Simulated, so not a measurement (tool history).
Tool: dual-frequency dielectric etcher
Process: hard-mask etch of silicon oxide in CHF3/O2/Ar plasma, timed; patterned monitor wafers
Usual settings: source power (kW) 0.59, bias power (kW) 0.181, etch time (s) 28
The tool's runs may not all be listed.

run,hour,source power (kW),bias power (kW),etch time (s),wafers since the last listed run,hours since the last wet clean,hours since the last source power generator calibration,hours since the last bias power generator calibration,hours since the last upper electrode change,hours since the gauge calibration,"read-back reference wafer on the same gauge, depth_nm",mean etch depth across the wafer (Å)
1,0,0.59,0.181,28,0,102.4,1308.5,3486.5,1438,690.9,47.7,565
2,53.5,0.59,0.181,28,994,155.9,1362,3540,1491.5,744.4,47.7,558
# hour 223.7: wet clean of the chamber
3,247.3,0.59,0.181,28,3157,23.6,1555.8,3733.8,1685.3,938.2,47.6,535
4,284.3,0.55,0.181,31,687,60.6,1592.8,3770.8,1722.3,975.2,47.7,575
5,347.4,0.55,0.181,31,1173,123.7,1655.9,3833.9,1785.4,1038.3,47.7,574
# hour 386.1: bias power generator calibrated
# hour 395: wet clean of the chamber, repeated, since the last time left the tool worse
6,395.5,0.55,0.181,31,653,0.5,1704,9.4,1833.5,1086.4,47.7,614
7,447.5,0.59,0.181,28,966,52.5,1756,61.4,1885.5,1138.4,47.7,569
# hour 480.9: gauge calibrated
8,509.1,0.59,0.181,28,1145,114.1,1817.6,123,1947.1,28.2,47.7,556
9,567,0.51,0.181,28,1076,172,1875.5,180.9,2005,86.1,47.7,528
10,610.1,0.59,0.159,28,801,215.1,1918.6,224,2048.1,129.2,47.7,520
11,680.8,0.72,0.181,31,1314,285.8,1989.3,294.7,2118.8,199.9,47.7,652
# hour 736.4: wet clean of the chamber
12,739.1,0.72,0.165,32.5,637,2.7,2047.6,353,2177.1,258.2,47.7,674
13,803.4,0.54,0.149,33.5,1195,67,2111.9,417.3,2241.4,322.5,47.7,601
# hour 867.8: upper electrode replaced
14,868.3,0.5,0.181,23,760,131.9,2176.8,482.2,0.5,387.4,47.7,440
# hour 885.1: source power generator calibrated
15,931.5,0.59,0.181,28,1100,195.1,46.4,545.4,63.7,450.6,47.7,562
16,979.4,0.69,0.168,28,890,243,94.3,593.3,111.6,498.5,47.6,567
17,1010,0.59,0.181,28,568,273.6,124.9,623.9,142.2,529.1,47.7,551
# hour 1118.1: wet clean of the chamber
18,1177.8,0.69,0.202,32,2673,59.7,292.7,791.7,310,696.9,47.8,713
19,1234.1,0.65,0.196,33.5,1046,116,349,848,366.3,753.2,47.7,715

Hidden state or all else? Some run-to-run changes of mean etch depth across the wafer (Å), split into what the settings, what came in and random variation would give without the hidden state, and what is left for the hidden state (with any gauge scatter that isn't in both results):
The hidden state here: etch rate over this chamber's usual, %; source power that arrives over what is set, %; bias power that arrives over what is set, %; gauge reads high (%).
Run 5 -> 6: bias power generator calibrated, wet clean of the chamber, repeated, since the last time left the tool worse. mean etch depth across the wafer (Å) +40: hidden state +39, all else +1.
Run 17 -> 18: source power (kW) 0.59 -> 0.69, bias power (kW) 0.181 -> 0.202, etch time (s) 28 -> 32, wet clean of the chamber. mean etch depth across the wafer (Å) +162: hidden state +4, all else +158.

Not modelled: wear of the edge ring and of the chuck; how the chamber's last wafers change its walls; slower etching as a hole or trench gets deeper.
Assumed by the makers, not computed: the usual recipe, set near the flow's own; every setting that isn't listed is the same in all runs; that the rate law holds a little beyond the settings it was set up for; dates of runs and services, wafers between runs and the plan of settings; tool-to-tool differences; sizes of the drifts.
